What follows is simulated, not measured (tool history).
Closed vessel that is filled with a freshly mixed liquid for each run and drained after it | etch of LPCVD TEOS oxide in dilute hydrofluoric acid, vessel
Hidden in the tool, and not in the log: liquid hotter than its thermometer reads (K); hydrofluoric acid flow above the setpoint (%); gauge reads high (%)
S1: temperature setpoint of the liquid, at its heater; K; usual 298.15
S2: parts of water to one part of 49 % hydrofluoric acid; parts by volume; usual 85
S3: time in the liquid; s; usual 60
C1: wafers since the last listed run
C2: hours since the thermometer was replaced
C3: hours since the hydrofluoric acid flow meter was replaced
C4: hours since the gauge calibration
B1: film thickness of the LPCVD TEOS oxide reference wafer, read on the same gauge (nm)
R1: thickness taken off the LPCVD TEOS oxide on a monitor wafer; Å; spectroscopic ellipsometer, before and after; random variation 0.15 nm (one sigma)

run 1 hour=0 | S1=298.15 S2=85 S3=85 | C1=0 C2=2053.7 C3=1103.5 C4=5.9 | B1=30 | R1=754.7
run 2 hour=10.9 | S1=298.15 S2=85 S3=60 | C1=683 C2=2064.6 C3=1114.4 C4=16.8 | B1=30.01 | R1=533.2
run 3 hour=21 | S1=298.15 S2=85 S3=60 | C1=633 C2=2074.7 C3=1124.5 C4=26.9 | B1=29.99 | R1=534.4
run 4 hour=34.1 | S1=298.15 S2=85 S3=60 | C1=821 C2=2087.8 C3=1137.6 C4=40 | B1=30.02 | R1=533.7
run 5 hour=45.4 | S1=298.15 S2=65 S3=80 | C1=709 C2=2099.1 C3=1148.9 C4=51.3 | B1=29.98 | R1=962.3
run 6 hour=57.7 | S1=298.15 S2=65 S3=80 | C1=771 C2=2111.4 C3=1161.2 C4=63.6 | B1=30.02 | R1=959.8
run 7 hour=67.6 | S1=298.15 S2=65 S3=80 | C1=621 C2=2121.3 C3=1171.1 C4=73.5 | B1=30 | R1=966.6
run 8 hour=77.5 | S1=301.15 S2=85 S3=70 | C1=621 C2=2131.2 C3=1181 C4=83.4 | B1=29.99 | R1=709.9
run 9 hour=83.8 | S1=298.15 S2=85 S3=35 | C1=395 C2=2137.5 C3=1187.3 C4=89.7 | B1=30.02 | R1=313.5
run 10 hour=99.4 | S1=298.15 S2=85 S3=60 | C1=978 C2=2153.1 C3=1202.9 C4=105.3 | B1=30.01 | R1=542.1
run 11 hour=116.1 | S1=298.15 S2=85 S3=60 | C1=1047 C2=2169.8 C3=1219.6 C4=122 | B1=30.02 | R1=540.2
run 12 hour=123.9 | S1=298.15 S2=85 S3=60 | C1=489 C2=2177.6 C3=1227.4 C4=129.8 | B1=30 | R1=540.6
run 13 hour=136.5 | S1=298.15 S2=85 S3=60 | C1=790 C2=2190.2 C3=1240 C4=142.4 | B1=30.02 | R1=544.2
run 14 hour=147.5 | S1=298.15 S2=85 S3=60 | C1=690 C2=2201.2 C3=1251 C4=153.4 | B1=29.98 | R1=545.3
run 15 hour=158 | S1=294.15 S2=60 S3=75 | C1=658 C2=2211.7 C3=1261.5 C4=163.9 | B1=30.02 | R1=841.4
run 16 hour=168.9 | S1=298.15 S2=85 S3=60 | C1=683 C2=2222.6 C3=1272.4 C4=174.8 | B1=29.97 | R1=545.6
run 17 hour=184.9 | S1=298.15 S2=60 S3=60 | C1=1003 C2=2238.6 C3=1288.4 C4=190.8 | B1=29.99 | R1=797.2
run 18 hour=197.8 | S1=296.15 S2=55 S3=80 | C1=809 C2=2251.5 C3=1301.3 C4=203.7 | B1=29.99 | R1=1079.3
-- hour=213.8 hydrofluoric acid flow meter replaced
-- hour=236.7 gauge calibrated
run 19 hour=236.8 | S1=298.15 S2=60 S3=60 | C1=2384 C2=2290.5 C3=23 C4=0.1 | B1=29.99 | R1=715.1
run 20 hour=246 | S1=294.65 S2=110 S3=90 | C1=577 C2=2299.7 C3=32.2 C4=9.3 | B1=29.97 | R1=472.9
run 21 hour=254.8 | S1=300.65 S2=120 S3=75 | C1=552 C2=2308.5 C3=41 C4=18.1 | B1=30 | R1=452.4
run 22 hour=262 | S1=302.15 S2=70 S3=60 | C1=451 C2=2315.7 C3=48.2 C4=25.3 | B1=30 | R1=708.5
run 23 hour=273.5 | S1=298.15 S2=45 S3=60 | C1=721 C2=2327.2 C3=59.7 C4=36.8 | B1=29.98 | R1=978.3
run 24 hour=283.9 | S1=298.15 S2=85 S3=60 | C1=652 C2=2337.6 C3=70.1 C4=47.2 | B1=29.99 | R1=489.8
-- hour=290.5 thermometer replaced
run 25 hour=296.1 | S1=298.15 S2=85 S3=60 | C1=702 C2=5.6 C3=82.3 C4=59.4 | B1=29.97 | R1=447.6
run 26 hour=307.2 | S1=298.15 S2=85 S3=60 | C1=696 C2=16.7 C3=93.4 C4=70.5 | B1=30.01 | R1=447.7
run 27 hour=315.9 | S1=293.15 S2=125 S3=60 | C1=545 C2=25.4 C3=102.1 C4=79.2 | B1=30.02 | R1=238.5
run 28 hour=323.6 | S1=298.15 S2=45 S3=75 | C1=483 C2=33.1 C3=109.8 C4=86.9 | B1=30.05 | R1=1114.6
run 29 hour=334.7 | S1=298.15 S2=85 S3=60 | C1=696 C2=44.2 C3=120.9 C4=98 | B1=30.03 | R1=447.3
run 30 hour=350.2 | S1=298.15 S2=85 S3=60 | C1=972 C2=59.7 C3=136.4 C4=113.5 | B1=30.02 | R1=449.1
run 31 hour=359.6 | S1=298.15 S2=85 S3=45 | C1=589 C2=69.1 C3=145.8 C4=122.9 | B1=30.04 | R1=337.2
run 32 hour=373.3 | S1=298.15 S2=85 S3=30 | C1=859 C2=82.8 C3=159.5 C4=136.6 | B1=30.01 | R1=226.1

The same runs without the tool's hidden state, with the same run-to-run variation:
run=1 R1=612.7
run=2 R1=432.2
run=3 R1=432.6
run=4 R1=431.2
run=5 R1=776.9
run=6 R1=773.6
run=7 R1=778.1
run=8 R1=570.9
run=9 R1=251.5
run=10 R1=434
run=11 R1=431.4
run=12 R1=431.2
run=13 R1=433.4
run=14 R1=433.5
run=15 R1=667.5
run=16 R1=432.5
run=17 R1=631.5
run=18 R1=852.9
run=19 R1=634.6
run=20 R1=419
run=21 R1=402.6
run=22 R1=628.7
run=23 R1=862.6
run=24 R1=432.3
run=25 R1=434
run=26 R1=433.4
run=27 R1=230.4
run=28 R1=1077.4
run=29 R1=431.2
run=30 R1=431.9
run=31 R1=323.8
run=32 R1=216.7

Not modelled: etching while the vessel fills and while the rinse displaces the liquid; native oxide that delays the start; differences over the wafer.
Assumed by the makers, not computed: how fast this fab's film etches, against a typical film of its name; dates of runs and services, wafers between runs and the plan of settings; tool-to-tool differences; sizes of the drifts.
